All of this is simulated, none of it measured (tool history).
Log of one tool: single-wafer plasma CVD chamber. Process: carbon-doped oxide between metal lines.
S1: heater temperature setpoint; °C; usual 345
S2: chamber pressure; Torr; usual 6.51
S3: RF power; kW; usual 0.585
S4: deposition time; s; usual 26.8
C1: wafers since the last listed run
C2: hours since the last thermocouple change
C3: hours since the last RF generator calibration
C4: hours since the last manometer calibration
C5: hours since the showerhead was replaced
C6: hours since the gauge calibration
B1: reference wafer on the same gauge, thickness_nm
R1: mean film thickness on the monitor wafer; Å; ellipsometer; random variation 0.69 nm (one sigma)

run 1 day=0.000 | S1=345 S2=6.51 S3=0.585 S4=26.8 | C1=0 C2=1023.9 C3=1443.3 C4=730.8 C5=2048.9 C6=155.0 | B1=185.131 | R1=1676.65
run 2 day=3.308 | S1=345 S2=6.51 S3=0.585 S4=26.8 | C1=1718 C2=1103.3 C3=1522.7 C4=810.2 C5=2128.3 C6=234.4 | B1=185.140 | R1=1677.37
run 3 day=6.167 | S1=345 S2=6.51 S3=0.585 S4=26.8 | C1=1484 C2=1171.9 C3=1591.3 C4=878.8 C5=2196.9 C6=303.0 | B1=185.020 | R1=1680.56
run 4 day=10.200 | S1=345 S2=6.51 S3=0.585 S4=26.8 | C1=2094 C2=1268.7 C3=1688.1 C4=975.6 C5=2293.7 C6=399.8 | B1=184.968 | R1=1673.77
run 5 day=13.250 | S1=345 S2=6.51 S3=0.585 S4=26.8 | C1=1584 C2=1341.9 C3=1761.3 C4=1048.8 C5=2366.9 C6=473.0 | B1=185.094 | R1=1670.94
run 6 day=17.575 | S1=345 S2=6.51 S3=0.585 S4=26.8 | C1=2246 C2=1445.7 C3=1865.1 C4=1152.6 C5=2470.7 C6=576.8 | B1=184.991 | R1=1672.34
run 7 day=20.208 | S1=345 S2=6.51 S3=0.585 S4=26.8 | C1=1367 C2=1508.9 C3=1928.3 C4=1215.8 C5=2533.9 C6=640.0 | B1=185.020 | R1=1674.32
run 8 day=22.917 | S1=351 S2=6.51 S3=0.515 S4=26.8 | C1=1406 C2=1573.9 C3=1993.3 C4=1280.8 C5=2598.9 C6=705.0 | B1=185.051 | R1=1506.20
run 9 day=26.358 | S1=351 S2=6.51 S3=0.515 S4=26.8 | C1=1787 C2=1656.5 C3=2075.9 C4=1363.4 C5=2681.5 C6=787.6 | B1=184.954 | R1=1509.93
run 10 day=28.312 | S1=351 S2=6.51 S3=0.515 S4=26.8 | C1=1014 C2=1703.4 C3=2122.8 C4=1410.3 C5=2728.4 C6=834.5 | B1=185.099 | R1=1514.93
run 11 day=30.350 | S1=345 S2=6.51 S3=0.585 S4=26.8 | C1=1058 C2=1752.3 C3=2171.7 C4=1459.2 C5=2777.3 C6=883.4 | B1=185.012 | R1=1677.82
run 12 day=33.271 | S1=345 S2=6.51 S3=0.585 S4=26.8 | C1=1517 C2=1822.4 C3=2241.8 C4=1529.3 C5=2847.4 C6=953.5 | B1=185.022 | R1=1687.23
-- day=35.954 capacitance manometer re-zeroed and calibrated
run 13 day=37.583 | S1=345 S2=6.51 S3=0.585 S4=26.8 | C1=2066 C2=1925.9 C3=2345.3 C4=39.1 C5=2950.9 C6=1057.0 | B1=184.933 | R1=1677.83
-- day=48.200 RF generator calibrated
run 14 day=48.592 | S1=352 S2=6.51 S3=0.505 S4=26.8 | C1=5544 C2=2190.1 C3=9.4 C4=303.3 C5=3215.1 C6=1321.2 | B1=185.060 | R1=1532.96
-- day=49.271 thermocouple changed; heater temperature recalibrated
run 15 day=50.546 | S1=345 S2=6.51 S3=0.585 S4=26.8 | C1=841 C2=30.6 C3=56.3 C4=350.2 C5=3262.0 C6=1368.1 | B1=185.192 | R1=1688.14
run 16 day=54.425 | S1=345 S2=5.62 S3=0.585 S4=23.2 | C1=2014 C2=123.7 C3=149.4 C4=443.3 C5=3355.1 C6=1461.2 | B1=185.047 | R1=1419.39
run 17 day=57.471 | S1=331 S2=6.51 S3=0.475 S4=26.8 | C1=1581 C2=196.8 C3=222.5 C4=516.4 C5=3428.2 C6=1534.3 | B1=184.930 | R1=1541.72

Run 18 comes next. What will it give?
run 18 day=61.583 | S1=345 S2=6.51 S3=0.675 S4=26.8 | C1=2135 C2=295.5 C3=321.2 C4=615.1 C5=3526.9 C6=1633.0 | B1=? | R1=?

{"run 18": {"B1": 185.119, "R1": 1847.66}}
Without the tool's hidden state the same run would have given R1 1845.55 Å.
